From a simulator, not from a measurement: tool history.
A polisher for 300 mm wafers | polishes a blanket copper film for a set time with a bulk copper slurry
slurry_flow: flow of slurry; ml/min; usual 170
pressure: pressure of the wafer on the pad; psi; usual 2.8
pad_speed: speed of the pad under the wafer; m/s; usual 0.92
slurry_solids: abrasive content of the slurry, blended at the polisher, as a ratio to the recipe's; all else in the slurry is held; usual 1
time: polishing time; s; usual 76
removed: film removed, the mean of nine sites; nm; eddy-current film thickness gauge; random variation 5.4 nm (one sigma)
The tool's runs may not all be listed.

run,hour,slurry_flow,pressure,pad_speed,slurry_solids,time,wafers since the last listed run,wafers polished on this pad,hours since the slurry nozzle was cleaned,hours since the head pressure was calibrated,hours since the slurry blender was calibrated,"incoming thickness of the incoming film, nm",removed
1,0,170,2.8,0.92,1,76,0,1252,321.3,682.7,320.8,3003.4,734
# hour 0.9: worn pad replaced by a new one
2,8.7,170,2.8,0.92,1,76,43,43,330,691.4,329.5,3035.6,726.2
3,21,170,2.8,0.92,1,76,68,111,342.3,703.7,341.8,3021.6,729
4,29.5,170,2.8,0.92,1,76,47,158,350.8,712.2,350.3,3024.7,716.7
5,42.8,170,2.8,0.92,1,76,73,232,364.1,725.5,363.6,2998.2,730.9
6,82.4,170,2.8,0.92,1,76,219,452,403.7,765.1,403.2,2989.9,727.7
7,93.3,170,2.3,0.92,1,76,60,512,414.6,776,414.1,3083.1,592.4
8,107.4,170,2.3,0.92,1,76,78,590,428.7,790.1,428.2,3095.6,595.7
9,119.1,155,2.8,0.92,1,76,64,655,440.4,801.8,439.9,3032.2,731.3
10,131.5,170,2.8,0.92,1,76,68,724,452.8,814.2,452.3,3064.8,722
# hour 135.8: head pressure recalibrated
11,138.6,170,2.8,0.92,1,76,28,752,459.9,2.8,459.4,3113.3,727.2
12,155.6,170,2.8,0.92,1,76,94,847,476.9,19.8,476.4,2995.8,726.4
# hour 167.3: slurry nozzle cleaned
13,169.1,170,2.8,0.92,1,76,69,916,1.8,33.3,489.9,3031.7,727.1
14,180.8,170,2.8,0.92,1,76,64,981,13.5,45,501.6,3103.5,736.8
15,196.5,170,2.8,0.92,1,76,87,1068,29.2,60.7,517.3,3075.1,726.4
16,210.9,170,2.8,0.92,1,76,79,1148,43.6,75.1,531.7,3118.7,724.3
# hour 215.2: worn pad replaced by a new one
# hour 224.1: slurry blender recalibrated
17,224.6,170,2.8,0.92,1,76,42,41,57.3,88.8,0.5,3037,737.3
18,231.9,170,3.5,1.14,1.15,76,40,81,64.6,96.1,7.8,3069.4,1171.5
19,249.3,195,2.8,1.18,1,92,96,178,82,113.5,25.2,3015.3,1135.8
20,264.6,170,2.3,0.92,1,76,84,263,97.3,128.8,40.5,3059.9,587.3
21,280.4,170,2.8,0.78,1,66,87,350,113.1,144.6,56.3,3043.3,533.6
22,296.8,150,2.3,0.92,0.9,87,91,441,129.5,161,72.7,3100.9,664.1
23,304,170,2,0.82,0.85,85,39,481,136.7,168.2,79.9,3041.6,496.2
24,310.8,170,2.8,0.92,1,76,37,519,143.5,175,86.7,3074.3,728.6
25,327.4,205,2.8,0.92,1,76,92,611,160.1,191.6,103.3,3037.9,734.9
26,343.2,110,2.5,0.92,1,76,87,699,175.9,207.4,119.1,3101.9,610.6
27,349.8,170,2.8,0.92,1,76,36,735,182.5,214,125.7,3032.2,730.4
28,363,190,3.3,0.92,1.1,84,73,809,195.7,227.2,138.9,3039.1,973.2
29,378.4,170,3.8,1.22,1,76,85,894,211.1,242.6,154.3,3029.7,1324.6
30,388.3,170,2.8,0.78,1.2,60,54,949,221,252.5,164.2,3031.6,508

4 ways to go on from here, each from the tool as it stands after run 30. What would each give?
A,388.8,170,2.8,0.92,1,76,2,952,221.5,253,164.7,3016,?
B,388.8,115,2.8,0.92,1,76,2,952,221.5,253,164.7,3016,?
C,388.8,170,3.5,0.8,0.75,76,2,952,221.5,253,164.7,3016,?
D,388.8,200,2.3,0.92,1,94,2,952,221.5,253,164.7,3016,?

run,removed
A,727.9
B,692.2
C,736
D,753.2
Without the tool's hidden state the same runs would have given:
run,removed
A,727.9
B,692.2
C,736
D,753.2
